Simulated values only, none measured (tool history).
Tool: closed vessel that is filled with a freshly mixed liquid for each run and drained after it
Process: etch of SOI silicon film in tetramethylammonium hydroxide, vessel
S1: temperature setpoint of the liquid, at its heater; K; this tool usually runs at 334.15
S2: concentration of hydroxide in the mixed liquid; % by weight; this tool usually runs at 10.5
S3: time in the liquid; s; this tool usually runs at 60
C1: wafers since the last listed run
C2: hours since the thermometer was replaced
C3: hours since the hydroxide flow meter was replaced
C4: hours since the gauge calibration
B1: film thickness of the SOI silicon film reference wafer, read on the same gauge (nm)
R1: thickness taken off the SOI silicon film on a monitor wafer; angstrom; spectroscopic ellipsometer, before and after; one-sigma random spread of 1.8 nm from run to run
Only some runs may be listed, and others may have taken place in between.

run,hour,S1,S2,S3,C1,C2,C3,C4,B1,R1
1,0,337.15,10.5,60,0,757.1,1736.4,1180.2,139.98,2772.3
# hour 16.2: hydroxide flow meter replaced
2,31.8,337.15,10.5,60,3090,788.9,15.6,1212,139.98,2881.2
3,60.2,334.15,10.5,70,2849,817.3,44,1240.4,139.95,2809.8
4,103.9,334.15,10.5,70,4384,861,87.7,1284.1,140.03,2807.4
5,159.6,334.15,9.5,60,5588,916.7,143.4,1339.8,140.04,2498.6
6,222.9,334.15,9.5,60,6351,980,206.7,1403.1,140,2513
7,276.3,334.15,8.5,60,5357,1033.4,260.1,1456.5,139.94,2625.1
8,346.1,334.15,8.5,60,7003,1103.2,329.9,1526.3,139.99,2600.6
9,373.9,334.15,8.5,60,2789,1131,357.7,1554.1,139.99,2601.3
10,444.5,334.15,10.5,85,7083,1201.6,428.3,1624.7,140.03,3456.5
11,499.5,337.15,8.5,60,5518,1256.6,483.3,1679.7,139.99,3162.7
# hour 520.1: gauge calibrated
12,548.6,334.15,9,60,4926,1305.7,532.4,28.5,140,2604.7
13,589.1,334.15,12.5,60,4063,1346.2,572.9,69,140.04,2248.1
14,649,334.15,8.5,60,6010,1406.1,632.8,128.9,139.98,2635.7
15,716.2,340.65,9.5,60,6742,1473.3,700,196.1,139.95,3725.3
# hour 734.7: thermometer replaced
16,766.4,337.15,11.5,75,4936,31.7,750.2,246.3,140.01,3423.6
17,831.4,334.15,10.5,60,6521,96.7,815.2,311.3,140.02,2324.9
18,900.9,334.15,12,60,6973,166.2,884.7,380.8,140.01,2234.2
19,941.2,334.15,12.5,35,4043,206.5,925,421.1,140.03,1244.1
20,1003.5,337.15,10.5,60,6250,268.8,987.3,483.4,139.96,2834.1
21,1041.5,336.15,11.5,60,3812,306.8,1025.3,521.4,140,2557
22,1107,340.15,10.5,45,6571,372.3,1090.8,586.9,139.99,2526.8
23,1177.9,342.15,13,45,7113,443.2,1161.7,657.8,140.05,2560.9
24,1215.7,334.15,10.5,35,3792,481,1199.5,695.6,140.06,1348.7
25,1284.2,334.15,13,60,6872,549.5,1268,764.1,139.98,2108
26,1334.5,334.15,10.5,60,5046,599.8,1318.3,814.4,140.01,2336.5
27,1368.9,329.65,12,60,3451,634.2,1352.7,848.8,140.04,1662.8
28,1431,327.65,12.5,60,6230,696.3,1414.8,910.9,139.99,1427
29,1487.7,334.15,10.5,60,5688,753,1471.5,967.6,139.96,2360.9
# hour 1578: hydroxide flow meter replaced
30,1678.4,334.15,10.5,60,19033,943.7,100.4,1158.3,140.03,2441.2
31,1721.4,334.15,10.5,50,4314,986.7,143.4,1201.3,140.02,2018.7
32,1791.9,336.65,10.5,60,7073,1057.2,213.9,1271.8,139.97,2797.6

State the hidden condition of the tool at each of the runs:
gauge reads high (%): 0 in every run
H1: liquid hotter than its thermometer reads (K)
H2: hydroxide flow above the setpoint (%)
run,H1,H2
1,0.441,14.5
2,0.455,0.275
3,0.468,0.49
4,0.487,0.82
5,0.511,1.24
6,0.539,1.72
7,0.562,2.12
8,0.593,2.65
9,0.605,2.86
10,0.636,3.39
11,0.66,3.81
12,0.682,4.18
13,0.7,4.48
14,0.726,4.94
15,0.756,5.44
16,0.0822,5.82
17,0.111,6.31
18,0.141,6.84
19,0.159,7.14
20,0.186,7.61
21,0.203,7.9
22,0.232,8.39
23,0.263,8.93
24,0.28,9.22
25,0.31,9.73
26,0.332,10.1
27,0.347,10.4
28,0.374,10.8
29,0.399,11.3
30,0.483,2.09
31,0.502,2.41
32,0.532,2.95
